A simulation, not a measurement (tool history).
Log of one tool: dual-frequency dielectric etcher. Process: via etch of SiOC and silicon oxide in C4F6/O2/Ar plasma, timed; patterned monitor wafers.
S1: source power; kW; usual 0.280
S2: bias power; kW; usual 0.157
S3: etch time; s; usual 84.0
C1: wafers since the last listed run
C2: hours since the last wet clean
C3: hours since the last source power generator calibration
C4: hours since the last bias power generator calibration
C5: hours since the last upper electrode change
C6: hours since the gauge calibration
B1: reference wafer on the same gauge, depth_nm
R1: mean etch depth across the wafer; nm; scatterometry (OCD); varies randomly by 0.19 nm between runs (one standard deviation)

| run | hour | S1 | S2 | S3 | C1 | C2 | C3 | C4 | C5 | C6 | B1 | R1 |
|---|---|---|---|---|---|---|---|---|---|---|---|---|
| 1 | 0.0 | 0.250 | 0.157 | 68.5 | 0 | 1.3 | 3735.5 | 1911.5 | 2310.3 | 334.0 | 70.7 | 61.4 |
| 2 | 31.2 | 0.250 | 0.157 | 68.5 | 420 | 32.5 | 3766.7 | 1942.7 | 2341.5 | 365.2 | 70.7 | 61.7 |
| 3 | 87.2 | 0.250 | 0.157 | 68.5 | 754 | 88.5 | 3822.7 | 1998.7 | 2397.5 | 421.2 | 70.7 | 61.4 |
| 4 | 125.4 | 0.280 | 0.157 | 84.0 | 514 | 126.7 | 3860.9 | 2036.9 | 2435.7 | 459.4 | 70.7 | 78.1 |
| 5 | 162.8 | 0.280 | 0.157 | 84.0 | 503 | 164.1 | 3898.3 | 2074.3 | 2473.1 | 496.8 | 70.7 | 77.6 |
| 6 | 198.2 | 0.280 | 0.157 | 84.0 | 476 | 199.5 | 3933.7 | 2109.7 | 2508.5 | 532.2 | 70.7 | 78.0 |
| 7 | 223.9 | 0.280 | 0.157 | 84.0 | 346 | 225.2 | 3959.4 | 2135.4 | 2534.2 | 557.9 | 70.7 | 77.9 |
| 8 | 291.7 | 0.280 | 0.157 | 84.0 | 913 | 293.0 | 4027.2 | 2203.2 | 2602.0 | 625.7 | 70.7 | 77.8 |
| 9 | 321.0 | 0.280 | 0.157 | 84.0 | 394 | 322.3 | 4056.5 | 2232.5 | 2631.3 | 655.0 | 70.8 | 77.8 |
|  | 350.8 | wet clean of the chamber |
| 10 | 351.3 | 0.280 | 0.157 | 84.0 | 84 | 0.5 | 4086.8 | 2262.8 | 2661.6 | 685.3 | 70.7 | 77.9 |
|  | 376.9 | upper electrode replaced |
| 11 | 391.8 | 0.280 | 0.157 | 73.0 | 222 | 41.0 | 4127.3 | 2303.3 | 14.9 | 725.8 | 70.7 | 67.6 |
| 12 | 431.3 | 0.280 | 0.157 | 84.0 | 532 | 80.5 | 4166.8 | 2342.8 | 54.4 | 765.3 | 70.7 | 77.8 |
| 13 | 468.8 | 0.280 | 0.157 | 84.0 | 505 | 118.0 | 4204.3 | 2380.3 | 91.9 | 802.8 | 70.7 | 77.9 |
|  | 480.8 | bias power generator calibrated |
| 14 | 493.2 | 0.330 | 0.129 | 70.0 | 274 | 142.4 | 4228.7 | 12.4 | 116.3 | 827.2 | 70.7 | 62.0 |
| 15 | 540.5 | 0.280 | 0.157 | 84.0 | 637 | 189.7 | 4276.0 | 59.7 | 163.6 | 874.5 | 70.7 | 78.1 |
| 16 | 579.4 | 0.280 | 0.157 | 73.0 | 524 | 228.6 | 4314.9 | 98.6 | 202.5 | 913.4 | 70.7 | 67.6 |
|  | 607.6 | source power generator calibrated |
| 17 | 640.9 | 0.280 | 0.157 | 108.5 | 774 | 290.1 | 33.3 | 160.1 | 264.0 | 974.9 | 70.7 | 100.3 |
| 18 | 703.0 | 0.280 | 0.157 | 84.0 | 836 | 352.2 | 95.4 | 222.2 | 326.1 | 1037.0 | 70.7 | 77.8 |
|  | 731.4 | wet clean of the chamber |
|  | 737.7 | gauge calibrated |
| 19 | 746.4 | 0.340 | 0.194 | 64.5 | 261 | 15.0 | 138.8 | 265.6 | 369.5 | 8.7 | 70.7 | 70.1 |
| 20 | 785.6 | 0.280 | 0.157 | 84.0 | 528 | 54.2 | 178.0 | 304.8 | 408.7 | 47.9 | 70.7 | 77.7 |
| 21 | 813.4 | 0.240 | 0.126 | 84.0 | 374 | 82.0 | 205.8 | 332.6 | 436.5 | 75.7 | 70.7 | 66.6 |
| 22 | 884.5 | 0.280 | 0.170 | 84.0 | 957 | 153.1 | 276.9 | 403.7 | 507.6 | 146.8 | 70.7 | 80.8 |
| 23 | 926.2 | 0.280 | 0.118 | 102.0 | 561 | 194.8 | 318.6 | 445.4 | 549.3 | 188.5 | 70.7 | 81.8 |
| 24 | 992.9 | 0.320 | 0.138 | 59.5 | 898 | 261.5 | 385.3 | 512.1 | 616.0 | 255.2 | 70.7 | 54.0 |
| 25 | 1036.3 | 0.240 | 0.139 | 95.0 | 584 | 304.9 | 428.7 | 555.5 | 659.4 | 298.6 | 70.7 | 79.2 |
|  | 1097.0 | wet clean of the chamber |
| 26 | 1097.5 | 0.280 | 0.191 | 93.0 | 501 | 0.5 | 489.9 | 616.7 | 720.6 | 359.8 | 70.7 | 94.3 |

Below are 3 alternative next runs, each starting from the tool's condition after run 26. Predict each:
| A | 1097.9 | 0.280 | 0.157 | 84.0 | 5 | 0.9 | 490.3 | 617.1 | 721.0 | 360.2 | ? | ? |
| B | 1097.9 | 0.280 | 0.171 | 84.0 | 5 | 0.9 | 490.3 | 617.1 | 721.0 | 360.2 | ? | ? |
| C | 1097.9 | 0.340 | 0.180 | 104.5 | 5 | 0.9 | 490.3 | 617.1 | 721.0 | 360.2 | ? | ? |

| run | B1 | R1 |
|---|---|---|
| A | 70.7 | 77.8 |
| B | 70.7 | 81.0 |
| C | 70.7 | 109.7 |
Take away the tool's hidden state, keep each run's random variation, and the runs would have read:
| run | R1 |
|---|---|
| A | 77.8 |
| B | 81.0 |
| C | 109.7 |
